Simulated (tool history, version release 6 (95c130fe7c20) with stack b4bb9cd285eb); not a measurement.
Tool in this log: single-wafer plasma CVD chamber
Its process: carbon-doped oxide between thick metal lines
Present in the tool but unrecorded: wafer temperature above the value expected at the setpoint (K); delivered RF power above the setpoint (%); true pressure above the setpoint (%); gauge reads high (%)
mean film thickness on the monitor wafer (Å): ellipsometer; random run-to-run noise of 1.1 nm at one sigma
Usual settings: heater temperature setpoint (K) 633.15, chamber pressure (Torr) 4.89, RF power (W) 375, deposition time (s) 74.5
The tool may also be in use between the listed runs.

run,day,heater temperature setpoint (K),chamber pressure (Torr),RF power (W),deposition time (s),wafers since the last listed run,hours since the last thermocouple change,hours since the last RF generator calibration,hours since the last manometer calibration,hours since the showerhead was replaced,hours since the gauge calibration,"read-back reference wafer on the same gauge, thickness_nm",mean film thickness on the monitor wafer (Å)
1,0.000,640.15,4.89,375,74.5,0,677.1,1234.4,1365.3,2561.6,181.2,255.803,2738.47
2,1.417,640.15,4.89,375,74.5,741,711.1,1268.4,1399.3,2595.6,215.2,255.887,2736.54
3,2.075,633.15,4.89,375,63.3,344,726.9,1284.2,1415.1,2611.4,231.0,255.652,2365.00
4,2.650,633.15,4.89,350,74.5,300,740.7,1298.0,1428.9,2625.2,244.8,255.962,2592.89
5,3.329,633.15,4.89,350,74.5,355,757.0,1314.3,1445.2,2641.5,261.1,255.991,2581.32
6,3.938,633.15,4.89,350,74.5,318,771.6,1328.9,1459.8,2656.1,275.7,256.051,2589.01
# day 4.058: gauge calibrated
# day 5.192: showerhead replaced
7,5.212,633.15,4.89,375,74.5,492,802.2,1359.5,1490.4,0.5,27.7,255.915,2796.29
8,5.817,633.15,5.35,375,74.5,316,816.7,1374.0,1504.9,15.0,42.2,255.863,2816.97
9,6.512,633.15,4.89,375,79.6,364,833.4,1390.7,1521.6,31.7,58.9,255.860,2962.72
10,7.500,633.15,4.89,375,74.5,516,857.1,1414.4,1545.3,55.4,82.6,255.786,2760.00
# day 8.412: RF generator calibrated
# day 8.696: thermocouple changed; heater temperature recalibrated
11,8.717,643.15,4.89,375,74.5,313,0.5,7.3,1574.5,84.6,111.8,256.035,2574.41
# day 9.317: capacitance manometer re-zeroed and calibrated
12,10.021,622.15,4.89,375,74.5,507,31.8,38.6,16.9,115.9,143.1,256.047,2714.56
# day 11.475: RF generator calibrated, repeated, since the last time left the tool worse
13,11.496,633.15,4.89,350,85.5,597,67.2,0.5,52.3,151.3,178.5,256.229,3085.05
14,12.033,621.15,4.26,425,67.7,281,80.1,13.4,65.2,164.2,191.4,255.977,3013.63

Run 15 is up next; what results do you expect?
15,12.771,633.15,4.09,375,66.0,385,97.8,31.1,82.9,181.9,209.1,?,?

{"run 15": {"read-back reference wafer on the same gauge, thickness_nm": 255.925, "mean film thickness on the monitor wafer (Å)": 2516.22}}
Take away the tool's hidden state, keep the run-to-run variation as it was, and the same run would have given mean film thickness on the monitor wafer (Å) 2548.29.
